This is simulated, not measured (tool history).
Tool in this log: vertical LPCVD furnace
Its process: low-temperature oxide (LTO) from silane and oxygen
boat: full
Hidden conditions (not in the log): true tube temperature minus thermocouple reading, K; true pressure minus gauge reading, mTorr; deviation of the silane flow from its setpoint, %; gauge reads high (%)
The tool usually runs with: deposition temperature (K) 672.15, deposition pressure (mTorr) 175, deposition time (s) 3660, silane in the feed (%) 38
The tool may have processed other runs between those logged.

run	hour	deposition temperature (K)	deposition pressure (mTorr)	deposition time (s)	silane in the feed (%)	wafers since the last listed run	hours since the last temperature calibration	hours since the pressure gauge was zeroed	hours since the silane flow controller was replaced	hours since the gauge calibration	read-back reference wafer on the same gauge, thickness	film thickness on the monitor wafer in the middle of the boat (nm)
1	0.0	672.15	175	3660	38	0	2616.1	1228.3	4513.3	73.5	485.87	400.91
2	11.5	672.15	175	3660	38	147	2627.6	1239.8	4524.8	85.0	485.91	402.45
3	26.3	672.15	175	3660	38	190	2642.4	1254.6	4539.6	99.8	486.36	400.68
4	36.6	672.15	205	3660	38	132	2652.7	1264.9	4549.9	110.1	485.94	471.82
5	48.5	672.15	205	3660	38	153	2664.6	1276.8	4561.8	122.0	485.51	472.31
6	55.9	672.15	175	3660	38	95	2672.0	1284.2	4569.2	129.4	486.38	399.84
7	70.4	680.15	175	3660	38	186	2686.5	1298.7	4583.7	143.9	485.66	437.80
8	85.4	672.15	160	3660	38	193	2701.5	1313.7	4598.7	158.9	486.16	364.81
9	93.8	672.15	160	3660	38	108	2709.9	1322.1	4607.1	167.3	486.39	364.47
# hour 136.3: thermocouples replaced and temperature profile calibrated
10	136.8	672.15	175	3660	38	244	0.5	1365.1	4650.1	210.3	486.26	400.33
11	141.3	672.15	175	3660	38	57	5.0	1369.6	4654.6	214.8	486.03	399.69
# hour 167.6: silane flow controller replaced
12	168.1	672.15	175	3660	38	36	31.8	1396.4	0.5	241.6	485.53	400.72
13	172.6	672.15	175	3660	38	57	36.3	1400.9	5.0	246.1	486.00	400.80
14	188.3	672.15	175	3660	38	202	52.0	1416.6	20.7	261.8	485.82	399.38
# hour 216.8: pressure gauge zeroed
15	217.3	666.15	175	3660	35	64	81.0	0.5	49.7	290.8	486.75	349.24
16	221.8	672.15	175	3660	38	57	85.5	5.0	54.2	295.3	486.08	419.47
17	248.1	672.15	175	3660	38	338	111.8	31.3	80.5	321.6	485.91	415.95
# hour 288.9: gauge calibrated
18	293.4	662.15	140	3660	38	582	157.1	76.6	125.8	4.5	485.80	297.80
19	304.4	672.15	175	3060	38	141	168.1	87.6	136.8	15.5	486.11	347.83
20	319.3	664.15	150	3660	42	191	183.0	102.5	151.7	30.4	486.24	367.55
21	328.5	672.15	175	3660	38	118	192.2	111.7	160.9	39.6	486.27	417.30
22	338.2	665.15	175	2580	42	124	201.9	121.4	170.6	49.3	486.38	306.88
23	356.7	672.15	175	3660	38	238	220.4	139.9	189.1	67.8	485.44	414.76
24	370.7	672.15	205	4620	38	180	234.4	153.9	203.1	81.8	486.20	611.54
25	381.7	684.15	175	3660	38	141	245.4	164.9	214.1	92.8	485.65	474.21
26	391.1	680.15	175	3660	35	120	254.8	174.3	223.5	102.2	485.58	408.92

Alternative continuations, all from the tool just after run 26; predict every row:
A	395.7	672.15	175	3240	38	59	259.4	178.9	228.1	106.8	?	?
B	395.7	672.15	140	3660	42	59	259.4	178.9	228.1	106.8	?	?
C	395.7	663.15	200	3660	31	59	259.4	178.9	228.1	106.8	?	?
D	395.7	672.15	145	3660	38	59	259.4	178.9	228.1	106.8	?	?

run	read-back reference wafer on the same gauge, thickness	film thickness on the monitor wafer in the middle of the boat (nm)
A	486.16	367.83
B	486.16	374.42
C	486.16	323.46
D	486.16	344.13
Without the tool's unlogged condition, the same runs would have read:
run	film thickness on the monitor wafer in the middle of the boat (nm)
A	368.57
B	375.37
C	324.04
D	344.97
